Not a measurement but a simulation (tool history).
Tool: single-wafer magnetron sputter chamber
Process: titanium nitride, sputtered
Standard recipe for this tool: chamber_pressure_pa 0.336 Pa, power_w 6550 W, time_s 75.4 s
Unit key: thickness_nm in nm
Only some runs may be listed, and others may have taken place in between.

run	hour	chamber_pressure_pa	power_w	time_s	wafers since the last listed run	wafers on the sputter target	hours since the last manometer calibration	hours since the magnet pack was replaced	hours since the gauge calibration	read-back reference wafer on the same gauge, thickness_nm	thickness_nm
1	0	0.336	6550	75.4	0	1683	1953	4561.2	317.5	102.929	90.315
2	28.9	0.336	6550	75.4	558	2241	1981.9	4590.1	346.4	102.852	89.84
3	49.4	0.336	6550	75.4	396	2637	2002.4	4610.6	366.9	102.928	89.887
# hour 72.5: sputter target and shields replaced
4	73	0.336	6550	75.4	301	10	2026	4634.2	390.5	102.861	90.973
5	100.3	0.336	6550	75.4	527	537	2053.3	4661.5	417.8	102.878	90.79
# hour 101: gauge calibrated
6	112.9	0.336	6550	75.4	243	781	2065.9	4674.1	11.9	102.908	90.684
7	132.7	0.336	6550	75.4	382	1163	2085.7	4693.9	31.7	102.922	90.219
8	147.5	0.272	6550	62	285	1449	2100.5	4708.7	46.5	102.884	76.062
# hour 165.5: magnet pack replaced, of another model than before
9	166	0.269	7350	85.1	202	1652	2119	0.5	65	102.937	118.569
10	193.9	0.384	7600	75.4	539	2191	2146.9	28.4	92.9	102.867	101.201
# hour 216.8: capacitance manometer re-zeroed and calibrated
# hour 230.5: sputter target and shields replaced
11	231	0.448	5250	86.6	407	10	14.2	65.5	130	102.878	79.276
12	248.1	0.336	7050	75.4	330	340	31.3	82.6	147.1	102.9	98.122
13	269	0.336	6550	75.4	403	744	52.2	103.5	168	102.93	90.831
14	294.1	0.336	7000	75.4	484	1229	77.3	128.6	193.1	102.887	97.027
15	328.2	0.336	5450	88.1	658	1888	111.4	162.7	227.2	102.868	87.572

What would each run have given without the hidden state, its run-to-run variation left as it was?
The hidden state here: deposition rate above that of a new target (%); true argon pressure above the setpoint (%); gauge reads high (%).
run	thickness_nm
1	91.488
2	91.37
3	91.678
4	91.259
5	91.415
6	91.467
7	91.246
8	77.084
9	120.469
10	103.221
11	79.361
12	98.456
13	91.401
14	97.971
15	88.84
